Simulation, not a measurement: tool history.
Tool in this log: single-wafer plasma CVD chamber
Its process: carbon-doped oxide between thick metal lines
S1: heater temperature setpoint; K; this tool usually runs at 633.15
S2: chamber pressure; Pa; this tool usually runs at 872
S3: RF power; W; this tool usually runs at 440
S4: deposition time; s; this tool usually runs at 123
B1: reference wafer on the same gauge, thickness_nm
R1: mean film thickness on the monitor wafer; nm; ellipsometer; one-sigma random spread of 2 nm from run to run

run    hour      S1    S2   S3   S4       B1       R1
  1     0.0  645.15   872  440  133  585.195  652.933
       26.4  -- capacitance manometer re-zeroed and calibrated
  2   113.6  645.15   872  440  133  585.246  652.907
  3   175.1  645.15   872  440  133  585.889  654.305
  4   205.0  622.15   872  440  123  585.147  632.127
      257.1  -- showerhead replaced
  5   257.6  622.15   872  440  123  584.269  630.742
  6   285.3  622.15   872  440  123  585.529  630.856
  7   316.1  633.15   872  490  140  585.107  749.497
  8   349.8  633.15   872  490  140  585.586  750.672
  9   401.2  633.15   872  490  140  584.524  754.095
 10   453.2  633.15   872  440  106  585.239  525.763
 11   497.4  623.15   872  440  116  585.259  592.107
      521.2  -- RF generator calibrated
 12   526.2  633.15  1053  440  123  585.162  634.485
 13   597.8  623.15   872  440  116  584.993  597.319
 14   647.5  643.15  1040  440  111  585.084  563.962
 15   673.9  633.15   872  440  123  584.852  625.132
 16   698.0  633.15   739  440  123  585.709  607.823
 17   745.3  629.15  1061  510  109  585.107  624.472
      804.7  -- thermocouple changed; heater temperature recalibrated
 18   805.2  633.15   872  440  123  583.997  624.064
 19   858.4  633.15   872  440  123  585.750  623.432
 20   912.9  620.15   661  365  134  585.335  580.920
 21   983.2  633.15   872  525  123  584.844  698.814
 22  1033.3  638.15   733  365  111  584.565  471.309
 23  1095.8  620.15   872  440  100  584.773  520.558
 24  1153.3  633.15   872  440  123  584.956  621.769
 25  1220.3  624.15  1072  350  101  584.152  449.597
     1280.2  -- capacitance manometer re-zeroed and calibrated
 26  1280.7  633.15   872  440  123  585.603  620.308
 27  1306.4  620.15   872  440  100  585.311  519.228
 28  1362.2  637.15   677  440  109  585.144  522.807
 29  1401.0  623.15   872  440  116  586.174  596.193

Alternative continuations, all from the tool just after run 29; predict every row:
  A  1401.4  633.15  872  440  123   ?   ?
  B  1401.4  629.15  872  525  123   ?   ?
  C  1401.4  620.15  872  440  123   ?   ?

run       B1       R1
  A  583.780  618.562
  B  583.780  699.278
  C  583.780  636.242
Without the tool's unlogged condition, the same runs would have read:
run       R1
  A  625.549
  B  705.932
  C  643.428
